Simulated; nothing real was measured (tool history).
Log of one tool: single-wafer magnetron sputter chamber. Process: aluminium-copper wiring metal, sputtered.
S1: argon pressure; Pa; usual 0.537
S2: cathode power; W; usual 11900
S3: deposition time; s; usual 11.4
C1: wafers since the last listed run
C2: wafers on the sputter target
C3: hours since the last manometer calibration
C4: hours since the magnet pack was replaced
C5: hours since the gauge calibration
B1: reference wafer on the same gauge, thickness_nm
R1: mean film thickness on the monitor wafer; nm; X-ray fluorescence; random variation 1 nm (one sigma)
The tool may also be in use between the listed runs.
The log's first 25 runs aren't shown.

run 26 day=13.188 | S1=0.537 S2=11900 S3=11.4 | C1=448 C2=2283 C3=237.9 C4=65.7 C5=151 | B1=285.068 | R1=238.049
run 27 day=13.879 | S1=0.714 S2=14700 S3=10.7 | C1=454 C2=2737 C3=254.5 C4=82.3 C5=167.6 | B1=284.833 | R1=236.361
run 28 day=14.575 | S1=0.663 S2=14000 S3=10.1 | C1=457 C2=3194 C3=271.2 C4=99 C5=184.3 | B1=285.028 | R1=220.008
run 29 day=15.029 | S1=0.354 S2=12900 S3=12.2 | C1=298 C2=3493 C3=282.1 C4=109.9 C5=195.2 | B1=284.54 | R1=316.084
-- day=16.104 sputter target and shields replaced
run 30 day=16.704 | S1=0.614 S2=9150 S3=11.4 | C1=881 C2=393 C3=322.3 C4=150.1 C5=235.4 | B1=284.885 | R1=175.637
run 31 day=17.417 | S1=0.395 S2=10050 S3=10.3 | C1=468 C2=861 C3=339.4 C4=167.2 C5=252.5 | B1=285.223 | R1=208.239
run 32 day=17.925 | S1=0.325 S2=10150 S3=11.4 | C1=333 C2=1195 C3=351.6 C4=179.4 C5=264.7 | B1=284.837 | R1=246.723
run 33 day=18.225 | S1=0.537 S2=11900 S3=11.4 | C1=197 C2=1392 C3=358.8 C4=186.6 C5=271.9 | B1=284.868 | R1=238.82
run 34 day=18.554 | S1=0.649 S2=10350 S3=12 | C1=216 C2=1609 C3=366.7 C4=194.5 C5=279.8 | B1=284.663 | R1=201.269

4 ways to go on from here, each from the tool as it stands after run 34. What would each give?
run A day=18.571 | S1=0.537 S2=11900 S3=11.4 | C1=10 C2=1620 C3=367.1 C4=194.9 C5=280.2 | B1=? | R1=?
run B day=18.571 | S1=0.683 S2=10250 S3=12.7 | C1=10 C2=1620 C3=367.1 C4=194.9 C5=280.2 | B1=? | R1=?
run C day=18.571 | S1=0.66 S2=10600 S3=11.4 | C1=10 C2=1620 C3=367.1 C4=194.9 C5=280.2 | B1=? | R1=?
run D day=18.571 | S1=0.381 S2=13200 S3=12.4 | C1=10 C2=1620 C3=367.1 C4=194.9 C5=280.2 | B1=? | R1=?

run=A B1=284.78 R1=238.124
run=B B1=284.78 R1=204.91
run=C B1=284.78 R1=193.299
run=D B1=284.78 R1=326.17
Without the tool's hidden state the same runs would have given:
run=A R1=239.398
run=B R1=206.006
run=C R1=194.333
run=D R1=327.915
